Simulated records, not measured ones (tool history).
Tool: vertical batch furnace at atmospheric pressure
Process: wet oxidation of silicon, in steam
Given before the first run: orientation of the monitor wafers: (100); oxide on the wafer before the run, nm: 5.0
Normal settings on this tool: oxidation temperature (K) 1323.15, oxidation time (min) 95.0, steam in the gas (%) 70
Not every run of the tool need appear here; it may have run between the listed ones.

run	hour	oxidation temperature (K)	oxidation time (min)	steam in the gas (%)	wafers since the last listed run	hours since the last temperature calibration	hours since the steam generator was serviced	hours since the gauge calibration	read-back reference wafer on the same gauge, thickness	oxide thickness on the monitor wafer (nm)
1	0.0	1335.15	95.0	70	0	4123.6	701.4	1169.8	568.88	591.74
2	59.4	1335.15	95.0	70	544	4183.0	760.8	1229.2	569.02	591.51
3	98.3	1323.15	67.0	70	356	4221.9	799.7	1268.1	569.09	450.13
# hour 124.5: gauge calibrated
4	161.5	1323.15	95.0	74	579	4285.1	862.9	37.0	569.07	576.20
5	210.5	1323.15	95.0	70	449	4334.1	911.9	86.0	568.91	557.65
6	335.3	1323.15	95.0	70	1144	4458.9	1036.7	210.8	568.82	555.08
7	380.6	1323.15	95.0	70	415	4504.2	1082.0	256.1	569.00	555.91
8	445.5	1323.15	118.5	70	595	4569.1	1146.9	321.0	568.92	629.24
9	505.4	1323.15	118.5	70	549	4629.0	1206.8	380.9	568.89	633.09
10	543.6	1336.15	95.0	70	350	4667.2	1245.0	419.1	569.17	586.85
11	597.8	1333.15	95.0	65	497	4721.4	1299.2	473.3	568.96	556.49
12	637.1	1333.15	95.0	65	360	4760.7	1338.5	512.6	569.31	558.66
# hour 679.1: steam generator serviced
13	705.3	1323.15	95.0	68	405	4828.9	26.2	580.8	568.75	559.65
# hour 736.0: thermocouples replaced and temperature profile calibrated
14	746.8	1323.15	95.0	68	160	10.8	67.7	622.3	568.53	555.28
15	785.3	1323.15	95.0	68	353	49.3	106.2	660.8	569.18	555.16
16	847.0	1323.15	106.0	65	565	111.0	167.9	722.5	568.89	579.19
17	886.2	1333.15	74.5	80	359	150.2	207.1	761.7	569.11	553.70
18	938.3	1323.15	95.0	70	477	202.3	259.2	813.8	569.37	563.38
19	982.4	1323.15	61.0	63	404	246.4	303.3	857.9	568.71	402.18
20	1043.4	1323.15	60.5	80	559	307.4	364.3	918.9	568.73	462.66
21	1112.0	1323.15	95.0	67	629	376.0	432.9	987.5	568.88	548.73
22	1140.1	1323.15	95.0	70	257	404.1	461.0	1015.6	569.01	558.82
23	1210.4	1345.15	95.0	70	644	474.4	531.3	1085.9	568.43	620.67
24	1253.2	1299.15	51.5	59	392	517.2	574.1	1128.7	568.93	296.19
25	1282.3	1323.15	95.0	61	266	546.3	603.2	1157.8	568.99	516.49
26	1353.1	1323.15	95.0	70	649	617.1	674.0	1228.6	568.89	559.75
27	1407.5	1323.15	95.0	74	498	671.5	728.4	1283.0	568.65	577.42
# hour 1423.7: gauge calibrated
28	1601.3	1330.15	138.5	64	1777	865.3	922.2	177.6	568.92	682.03
29	1659.5	1323.15	95.0	70	533	923.5	980.4	235.8	569.04	557.04
30	1693.8	1342.15	95.0	70	314	957.8	1014.7	270.1	569.28	606.97
31	1747.7	1323.15	95.0	70	494	1011.7	1068.6	324.0	569.08	555.49
32	1783.3	1337.15	95.0	64	326	1047.3	1104.2	359.6	568.82	565.09

Consider 5 possible next runs. They are alternatives, not a sequence: every one starts from the tool as it was left by run 32. What does each give?
A	1789.1	1323.15	125.0	70	53	1053.1	1110.0	365.4	?	?
B	1789.1	1323.15	120.0	60	53	1053.1	1110.0	365.4	?	?
C	1789.1	1333.15	82.5	77	53	1053.1	1110.0	365.4	?	?
D	1789.1	1346.15	95.0	77	53	1053.1	1110.0	365.4	?	?
E	1789.1	1338.15	95.0	70	53	1053.1	1110.0	365.4	?	?

run	read-back reference wafer on the same gauge, thickness	oxide thickness on the monitor wafer (nm)
A	568.94	652.51
B	568.94	581.53
C	568.94	566.99
D	568.94	653.09
E	568.94	596.38
Take away the tool's hidden state, keep each run's random variation, and the runs would have read:
run	oxide thickness on the monitor wafer (nm)
A	669.62
B	596.99
C	581.92
D	669.76
E	611.90
